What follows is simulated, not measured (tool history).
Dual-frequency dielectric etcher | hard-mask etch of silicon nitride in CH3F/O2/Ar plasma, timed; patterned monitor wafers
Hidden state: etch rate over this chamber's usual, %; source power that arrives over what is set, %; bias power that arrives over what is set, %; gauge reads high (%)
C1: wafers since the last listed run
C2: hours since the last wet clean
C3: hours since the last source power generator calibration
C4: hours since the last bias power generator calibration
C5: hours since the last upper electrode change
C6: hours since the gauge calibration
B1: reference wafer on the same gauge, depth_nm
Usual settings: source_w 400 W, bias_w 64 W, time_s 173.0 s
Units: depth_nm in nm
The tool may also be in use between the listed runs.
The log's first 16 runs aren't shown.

run 17 hour=202.1 | source_w=310 bias_w=56 time_s=199.5 | C1=84 C2=62.4 C3=181.8 C4=189.3 C5=47.0 C6=105.0 | B1=101.0 | depth_nm=124.9
run 18 hour=218.1 | source_w=400 bias_w=64 time_s=173.0 | C1=77 C2=78.4 C3=197.8 C4=205.3 C5=63.0 C6=121.0 | B1=101.0 | depth_nm=124.9
run 19 hour=228.8 | source_w=400 bias_w=64 time_s=173.0 | C1=51 C2=89.1 C3=208.5 C4=216.0 C5=73.7 C6=131.7 | B1=101.0 | depth_nm=125.1
run 20 hour=243.9 | source_w=400 bias_w=79 time_s=173.0 | C1=73 C2=104.2 C3=223.6 C4=231.1 C5=88.8 C6=146.8 | B1=101.1 | depth_nm=135.5
run 21 hour=254.8 | source_w=400 bias_w=54 time_s=211.0 | C1=52 C2=115.1 C3=234.5 C4=242.0 C5=99.7 C6=157.7 | B1=101.0 | depth_nm=143.3
run 22 hour=272.1 | source_w=330 bias_w=64 time_s=156.5 | C1=83 C2=132.4 C3=251.8 C4=259.3 C5=117.0 C6=175.0 | B1=101.0 | depth_nm=105.4
run 23 hour=286.4 | source_w=400 bias_w=57 time_s=156.0 | C1=69 C2=146.7 C3=266.1 C4=273.6 C5=131.3 C6=189.3 | B1=101.0 | depth_nm=108.1
run 24 hour=295.8 | source_w=310 bias_w=64 time_s=198.5 | C1=45 C2=156.1 C3=275.5 C4=283.0 C5=140.7 C6=198.7 | B1=101.0 | depth_nm=131.0
run 25 hour=308.8 | source_w=400 bias_w=64 time_s=173.0 | C1=62 C2=169.1 C3=288.5 C4=296.0 C5=153.7 C6=211.7 | B1=101.0 | depth_nm=125.2
run 26 hour=319.2 | source_w=370 bias_w=80 time_s=191.0 | C1=50 C2=179.5 C3=298.9 C4=306.4 C5=164.1 C6=222.1 | B1=101.0 | depth_nm=146.6
run 27 hour=331.9 | source_w=500 bias_w=54 time_s=199.5 | C1=61 C2=192.2 C3=311.6 C4=319.1 C5=176.8 C6=234.8 | B1=101.0 | depth_nm=147.1
run 28 hour=343.9 | source_w=400 bias_w=49 time_s=173.0 | C1=58 C2=204.2 C3=323.6 C4=331.1 C5=188.8 C6=246.8 | B1=100.9 | depth_nm=113.3
run 29 hour=353.0 | source_w=400 bias_w=64 time_s=173.0 | C1=44 C2=213.3 C3=332.7 C4=340.2 C5=197.9 C6=255.9 | B1=101.0 | depth_nm=125.4
run 30 hour=377.9 | source_w=320 bias_w=72 time_s=157.0 | C1=120 C2=238.2 C3=357.6 C4=365.1 C5=222.8 C6=280.8 | B1=101.0 | depth_nm=109.9

Forecast each of these 4 alternatives for the next run:
run A hour=378.4 | source_w=400 bias_w=64 time_s=173.0 | C1=2 C2=238.7 C3=358.1 C4=365.6 C5=223.3 C6=281.3 | B1=? | depth_nm=?
run B hour=378.4 | source_w=360 bias_w=52 time_s=159.5 | C1=2 C2=238.7 C3=358.1 C4=365.6 C5=223.3 C6=281.3 | B1=? | depth_nm=?
run C hour=378.4 | source_w=310 bias_w=71 time_s=196.0 | C1=2 C2=238.7 C3=358.1 C4=365.6 C5=223.3 C6=281.3 | B1=? | depth_nm=?
run D hour=378.4 | source_w=470 bias_w=64 time_s=173.0 | C1=2 C2=238.7 C3=358.1 C4=365.6 C5=223.3 C6=281.3 | B1=? | depth_nm=?

run=A B1=101.0 depth_nm=125.2
run=B B1=101.0 depth_nm=102.7
run=C B1=101.0 depth_nm=134.8
run=D B1=101.0 depth_nm=132.9
Without the tool's hidden state the same runs would have given:
run=A depth_nm=124.9
run=B depth_nm=102.4
run=C depth_nm=134.4
run=D depth_nm=132.5
